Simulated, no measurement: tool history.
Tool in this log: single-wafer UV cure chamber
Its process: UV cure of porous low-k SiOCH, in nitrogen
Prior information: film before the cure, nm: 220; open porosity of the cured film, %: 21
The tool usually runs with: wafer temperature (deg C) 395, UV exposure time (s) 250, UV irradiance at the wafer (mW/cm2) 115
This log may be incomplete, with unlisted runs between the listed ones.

| run | hour | wafer temperature (deg C) | UV exposure time (s) | UV irradiance at the wafer (mW/cm2) | loss of film thickness in the cure (%) |
|---|---|---|---|---|---|
| 1 | 0.0 | 395 | 250 | 115 | 13.635 |
|  | 43.6 | quartz window cleaned |
| 2 | 62.9 | 395 | 250 | 115 | 13.554 |
| 3 | 97.5 | 395 | 350 | 115 | 15.074 |
| 4 | 146.8 | 395 | 350 | 115 | 15.167 |
| 5 | 197.0 | 381 | 180 | 115 | 11.382 |
| 6 | 258.0 | 381 | 180 | 115 | 11.222 |
| 7 | 284.7 | 395 | 250 | 115 | 13.168 |
| 8 | 346.0 | 395 | 250 | 115 | 13.168 |
| 9 | 417.8 | 395 | 250 | 115 | 13.379 |
| 10 | 451.9 | 395 | 250 | 115 | 13.229 |
| 11 | 485.4 | 395 | 250 | 115 | 13.130 |
| 12 | 543.8 | 395 | 250 | 105 | 12.354 |
| 13 | 581.2 | 395 | 250 | 105 | 12.291 |
| 14 | 764.6 | 395 | 250 | 105 | 12.625 |
| 15 | 812.1 | 395 | 250 | 115 | 12.245 |
|  | 848.0 | quartz window cleaned |
| 16 | 853.1 | 395 | 250 | 115 | 12.413 |
| 17 | 918.9 | 395 | 250 | 115 | 12.432 |
| 18 | 948.5 | 395 | 250 | 115 | 12.069 |
| 19 | 1001.5 | 395 | 250 | 115 | 12.153 |
| 20 | 1085.3 | 395 | 250 | 115 | 12.424 |
| 21 | 1144.9 | 395 | 300 | 94 | 11.935 |
| 22 | 1174.7 | 395 | 300 | 94 | 11.862 |
| 23 | 1240.9 | 395 | 315 | 115 | 13.295 |
| 24 | 1371.6 | 395 | 250 | 115 | 11.681 |
| 25 | 1439.3 | 395 | 250 | 131 | 12.379 |
| 26 | 1492.8 | 382 | 315 | 131 | 13.104 |
|  | 1527.6 | UV bulbs replaced |
| 27 | 1528.1 | 386 | 100 | 145 | 10.292 |
|  | 1575.4 | quartz window cleaned |
| 28 | 1576.9 | 395 | 250 | 115 | 13.882 |
| 29 | 1644.5 | 379 | 120 | 150 | 10.955 |
| 30 | 1697.9 | 377 | 400 | 130 | 16.382 |
| 31 | 1758.6 | 379 | 250 | 148 | 14.586 |
| 32 | 1791.0 | 384 | 250 | 115 | 13.455 |
| 33 | 1819.9 | 395 | 250 | 154 | 14.879 |
| 34 | 1844.3 | 411 | 250 | 138 | 15.036 |
| 35 | 1870.6 | 395 | 250 | 97 | 12.480 |
| 36 | 1915.9 | 409 | 370 | 129 | 16.404 |
| 37 | 1954.1 | 395 | 250 | 115 | 13.723 |
| 38 | 2010.3 | 409 | 370 | 129 | 16.428 |
| 39 | 2062.1 | 411 | 390 | 99 | 15.400 |
| 40 | 2100.0 | 395 | 250 | 115 | 13.744 |
| 41 | 2129.2 | 395 | 395 | 129 | 16.520 |
| 42 | 2164.7 | 406 | 170 | 115 | 11.803 |
| 43 | 2194.6 | 414 | 115 | 102 | 9.651 |
| 44 | 2229.3 | 390 | 315 | 79 | 12.795 |

Branching from run 44: 3 alternative next runs. What would each branch give?
| A | 2229.8 | 395 | 250 | 84 | ? |
| B | 2229.8 | 405 | 195 | 99 | ? |
| C | 2229.8 | 384 | 250 | 149 | ? |

| run | loss of film thickness in the cure (%) |
|---|---|
| A | 11.772 |
| B | 11.560 |
| C | 14.307 |
Without the tool's hidden state the same runs would have given:
| run | loss of film thickness in the cure (%) |
|---|---|
| A | 12.123 |
| B | 11.908 |
| C | 14.675 |
